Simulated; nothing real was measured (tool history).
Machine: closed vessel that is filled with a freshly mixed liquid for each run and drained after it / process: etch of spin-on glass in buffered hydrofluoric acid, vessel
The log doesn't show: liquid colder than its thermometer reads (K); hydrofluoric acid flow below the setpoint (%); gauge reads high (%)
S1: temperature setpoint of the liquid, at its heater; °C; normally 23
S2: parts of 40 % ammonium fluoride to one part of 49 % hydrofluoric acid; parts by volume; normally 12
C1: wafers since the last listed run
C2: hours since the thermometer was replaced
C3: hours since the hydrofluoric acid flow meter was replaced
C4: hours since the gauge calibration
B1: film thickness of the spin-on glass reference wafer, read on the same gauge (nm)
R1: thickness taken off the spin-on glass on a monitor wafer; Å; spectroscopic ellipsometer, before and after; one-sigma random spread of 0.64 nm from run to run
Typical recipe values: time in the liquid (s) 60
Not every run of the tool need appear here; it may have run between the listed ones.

{"run": 1, "hour": 0.0, "S1": 23, "S2": 12, "time in the liquid (s)": 60, "C1": 0, "C2": 1740, "C3": 779.7, "C4": 433.5, "B1": 79.95, "R1": 976.4}
{"run": 2, "hour": 41.8, "S1": 23, "S2": 12, "time in the liquid (s)": 60, "C1": 3864, "C2": 1781.8, "C3": 821.5, "C4": 475.3, "B1": 79.97, "R1": 980.4}
{"run": 3, "hour": 107.0, "S1": 23, "S2": 12, "time in the liquid (s)": 60, "C1": 6028, "C2": 1847, "C3": 886.7, "C4": 540.5, "B1": 79.94, "R1": 970.8}
{"run": 4, "hour": 156.9, "S1": 23, "S2": 12, "time in the liquid (s)": 60, "C1": 4613, "C2": 1896.9, "C3": 936.6, "C4": 590.4, "B1": 80.01, "R1": 968.9}
{"run": 5, "hour": 203.1, "S1": 23, "S2": 12, "time in the liquid (s)": 60, "C1": 4271, "C2": 1943.1, "C3": 982.8, "C4": 636.6, "B1": 80.04, "R1": 960.3}
{"run": 6, "hour": 238.1, "S1": 23, "S2": 12, "time in the liquid (s)": 60, "C1": 3236, "C2": 1978.1, "C3": 1017.8, "C4": 671.6, "B1": 80.02, "R1": 964.5}
{"run": 7, "hour": 297.0, "S1": 23, "S2": 12, "time in the liquid (s)": 60, "C1": 5445, "C2": 2037, "C3": 1076.7, "C4": 730.5, "B1": 80, "R1": 959.5}
{"run": 8, "hour": 326.6, "S1": 23, "S2": 12, "time in the liquid (s)": 60, "C1": 2736, "C2": 2066.6, "C3": 1106.3, "C4": 760.1, "B1": 80, "R1": 972.5}
{"run": 9, "hour": 394.7, "S1": 23, "S2": 12, "time in the liquid (s)": 60, "C1": 6296, "C2": 2134.7, "C3": 1174.4, "C4": 828.2, "B1": 79.98, "R1": 961.6}
{"run": 10, "hour": 452.0, "S1": 23, "S2": 12, "time in the liquid (s)": 60, "C1": 5297, "C2": 2192, "C3": 1231.7, "C4": 885.5, "B1": 80.01, "R1": 952.4}
{"run": 11, "hour": 486.7, "S1": 18, "S2": 13.5, "time in the liquid (s)": 30, "C1": 3208, "C2": 2226.7, "C3": 1266.4, "C4": 920.2, "B1": 80.03, "R1": 317.6}
{"hour": 513.0, "done": "hydrofluoric acid flow meter replaced"}
{"run": 12, "hour": 546.3, "S1": 26, "S2": 12, "time in the liquid (s)": 60, "C1": 5418, "C2": 2286.3, "C3": 33.3, "C4": 979.8, "B1": 79.99, "R1": 1222}
{"run": 13, "hour": 596.0, "S1": 28, "S2": 8, "time in the liquid (s)": 35, "C1": 4595, "C2": 2336, "C3": 83, "C4": 1029.5, "B1": 79.98, "R1": 1135.7}
{"run": 14, "hour": 625.6, "S1": 23, "S2": 12, "time in the liquid (s)": 60, "C1": 2736, "C2": 2365.6, "C3": 112.6, "C4": 1059.1, "B1": 80.01, "R1": 1027.3}
{"hour": 665.0, "done": "thermometer replaced"}
{"run": 15, "hour": 692.0, "S1": 23, "S2": 13.5, "time in the liquid (s)": 50, "C1": 6046, "C2": 27, "C3": 179, "C4": 1125.5, "B1": 80.02, "R1": 761.5}
{"hour": 741.6, "done": "gauge calibrated"}
{"run": 16, "hour": 749.7, "S1": 23, "S2": 12, "time in the liquid (s)": 60, "C1": 5334, "C2": 84.7, "C3": 236.7, "C4": 8.1, "B1": 80.02, "R1": 1004.9}
{"run": 17, "hour": 845.7, "S1": 26, "S2": 9, "time in the liquid (s)": 60, "C1": 8875, "C2": 180.7, "C3": 332.7, "C4": 104.1, "B1": 80.02, "R1": 1525}
{"run": 18, "hour": 904.8, "S1": 27, "S2": 17, "time in the liquid (s)": 30, "C1": 5464, "C2": 239.8, "C3": 391.8, "C4": 163.2, "B1": 80, "R1": 450.6}
{"run": 19, "hour": 941.2, "S1": 23, "S2": 7.5, "time in the liquid (s)": 85, "C1": 3365, "C2": 276.2, "C3": 428.2, "C4": 199.6, "B1": 79.96, "R1": 2214.3}
{"run": 20, "hour": 984.6, "S1": 28, "S2": 7, "time in the liquid (s)": 90, "C1": 4012, "C2": 319.6, "C3": 471.6, "C4": 243, "B1": 79.97, "R1": 3252.1}
{"run": 21, "hour": 1023.3, "S1": 23, "S2": 12, "time in the liquid (s)": 60, "C1": 3578, "C2": 358.3, "C3": 510.3, "C4": 281.7, "B1": 80.02, "R1": 996.3}

Below are 3 alternative next runs, each starting from the tool's condition after run 21. Predict each:
{"run": "A", "hour": 1024.0, "S1": 23, "S2": 12, "time in the liquid (s)": 60, "C1": 64, "C2": 359, "C3": 511, "C4": 282.4, "B1": "?", "R1": "?"}
{"run": "B", "hour": 1024.0, "S1": 23, "S2": 9, "time in the liquid (s)": 35, "C1": 64, "C2": 359, "C3": 511, "C4": 282.4, "B1": "?", "R1": "?"}
{"run": "C", "hour": 1024.0, "S1": 23, "S2": 9, "time in the liquid (s)": 60, "C1": 64, "C2": 359, "C3": 511, "C4": 282.4, "B1": "?", "R1": "?"}

run=A B1=79.98 R1=990.8
run=B B1=79.98 R1=749.1
run=C B1=79.98 R1=1284.2
Stripped of hidden state, with their random variation kept, the same runs would have yielded:
run=A R1=1034.2
run=B R1=770
run=C R1=1320
